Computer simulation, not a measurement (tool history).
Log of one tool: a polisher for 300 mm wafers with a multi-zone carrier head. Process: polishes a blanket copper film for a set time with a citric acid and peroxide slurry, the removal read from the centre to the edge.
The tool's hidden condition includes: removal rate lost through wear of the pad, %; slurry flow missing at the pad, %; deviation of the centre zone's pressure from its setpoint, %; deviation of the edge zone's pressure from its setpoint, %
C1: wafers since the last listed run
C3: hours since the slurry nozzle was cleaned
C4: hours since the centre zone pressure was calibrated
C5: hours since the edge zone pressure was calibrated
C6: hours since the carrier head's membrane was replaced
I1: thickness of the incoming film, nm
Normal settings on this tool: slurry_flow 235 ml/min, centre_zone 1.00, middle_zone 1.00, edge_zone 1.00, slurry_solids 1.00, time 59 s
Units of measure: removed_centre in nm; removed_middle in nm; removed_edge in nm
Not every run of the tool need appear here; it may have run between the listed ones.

Run 1, hour 0.0: usual settings but slurry_flow 170 ml/min; C1 0; wafers polished on this pad 592; C3 115.7; C4 1180.7; C5 138.6; C6 958.6; I1 910.1. Result: removed_centre 136.6 nm, removed_middle 138.4 nm, removed_edge 139.0 nm.
At hour 3.7: worn pad replaced by a new one.
Run 2, hour 30.8: usual settings but slurry_flow 170 ml/min; C1 216; wafers polished on this pad 216; C3 146.5; C4 1211.5; C5 169.4; C6 989.4; I1 921.2. Result: removed_centre 133.1 nm, removed_middle 138.6 nm, removed_edge 141.2 nm.
Run 3, hour 51.2: usual settings but slurry_flow 170 ml/min; C1 163; wafers polished on this pad 380; C3 166.9; C4 1231.9; C5 189.8; C6 1009.8; I1 905.9. Result: removed_centre 131.6 nm, removed_middle 134.4 nm, removed_edge 135.5 nm.
Run 4, hour 64.3: usual settings but slurry_flow 205 ml/min; C1 105; wafers polished on this pad 485; C3 180.0; C4 1245.0; C5 202.9; C6 1022.9; I1 908.3. Result: removed_centre 138.3 nm, removed_middle 141.2 nm, removed_edge 140.5 nm.
At hour 80.4: worn pad replaced by a new one.
Run 5, hour 81.0: usual settings; C1 101; wafers polished on this pad 4; C3 196.7; C4 1261.7; C5 219.6; C6 1039.6; I1 922.7. Result: removed_centre 138.0 nm, removed_middle 144.1 nm, removed_edge 145.2 nm.
Run 6, hour 116.9: usual settings; C1 287; wafers polished on this pad 292; C3 232.6; C4 1297.6; C5 255.5; C6 1075.5; I1 895.7. Result: removed_centre 140.7 nm, removed_middle 141.4 nm, removed_edge 141.8 nm.
At hour 132.9: slurry nozzle cleaned.
Run 7, hour 151.6: usual settings but middle_zone 1.09; C1 270; wafers polished on this pad 562; C3 18.7; C4 1332.3; C5 290.2; C6 1110.2; I1 918.0. Result: removed_centre 150.8 nm, removed_middle 161.9 nm, removed_edge 148.0 nm.
At hour 172.9: worn pad replaced by a new one.
At hour 174.5: carrier head's membrane replaced by a new one.
Run 8, hour 179.6: usual settings but slurry_flow 205 ml/min; C1 179; wafers polished on this pad 40; C3 46.7; C4 1360.3; C5 318.2; C6 5.1; I1 904.7. Result: removed_centre 146.0 nm, removed_middle 148.4 nm, removed_edge 145.9 nm.
Run 9, hour 196.2: usual settings but slurry_flow 205 ml/min; C1 133; wafers polished on this pad 173; C3 63.3; C4 1376.9; C5 334.8; C6 21.7; I1 902.0. Result: removed_centre 145.5 nm, removed_middle 146.0 nm, removed_edge 148.3 nm.
Run 10, hour 222.3: usual settings but slurry_flow 265 ml/min, middle_zone 0.90; C1 209; wafers polished on this pad 382; C3 89.4; C4 1403.0; C5 360.9; C6 47.8; I1 898.3. Result: removed_centre 147.0 nm, removed_middle 138.9 nm, removed_edge 150.1 nm.
At hour 247.3: centre zone pressure recalibrated.
At hour 254.7: worn pad replaced by a new one.
At hour 257.0: edge zone pressure recalibrated.
Run 11, hour 257.5: usual settings but slurry_flow 290 ml/min, centre_zone 1.09, middle_zone 1.09, slurry_solids 0.75; C1 218; wafers polished on this pad 6; C3 124.6; C4 10.2; C5 0.5; C6 83.0; I1 913.1. Result: removed_centre 147.3 nm, removed_middle 147.8 nm, removed_edge 133.5 nm.
Run 12, hour 284.6: usual settings but centre_zone 1.06; C1 217; wafers polished on this pad 223; C3 151.7; C4 37.3; C5 27.6; C6 110.1; I1 909.3. Result: removed_centre 153.8 nm, removed_middle 147.0 nm, removed_edge 150.0 nm.
Run 13, hour 308.9: usual settings but centre_zone 0.92, slurry_solids 0.70; C1 194; wafers polished on this pad 418; C3 176.0; C4 61.6; C5 51.9; C6 134.4; I1 927.2. Result: removed_centre 113.8 nm, removed_middle 127.2 nm, removed_edge 126.6 nm.
Run 14, hour 322.3: usual settings but centre_zone 1.12, middle_zone 0.96, slurry_solids 1.15; C1 107; wafers polished on this pad 526; C3 189.4; C4 75.0; C5 65.3; C6 147.8; I1 919.5. Result: removed_centre 167.6 nm, removed_middle 146.7 nm, removed_edge 150.1 nm.

Hidden state, per run?
removal rate lost through wear of the pad, %: 0 in every run
deviation of the centre zone's pressure from its setpoint, %: 0 in every run
deviation of the edge zone's pressure from its setpoint, %: 0 in every run
H1: slurry flow missing at the pad, %
run    H1
  1  19.1
  2  23.3
  3  26.1
  4  27.9
  5  30.2
  6  35.1
  7  4.39
  8  8.22
  9  10.5
 10  14.1
 11  18.9
 12  22.6
 13  25.9
 14  27.7

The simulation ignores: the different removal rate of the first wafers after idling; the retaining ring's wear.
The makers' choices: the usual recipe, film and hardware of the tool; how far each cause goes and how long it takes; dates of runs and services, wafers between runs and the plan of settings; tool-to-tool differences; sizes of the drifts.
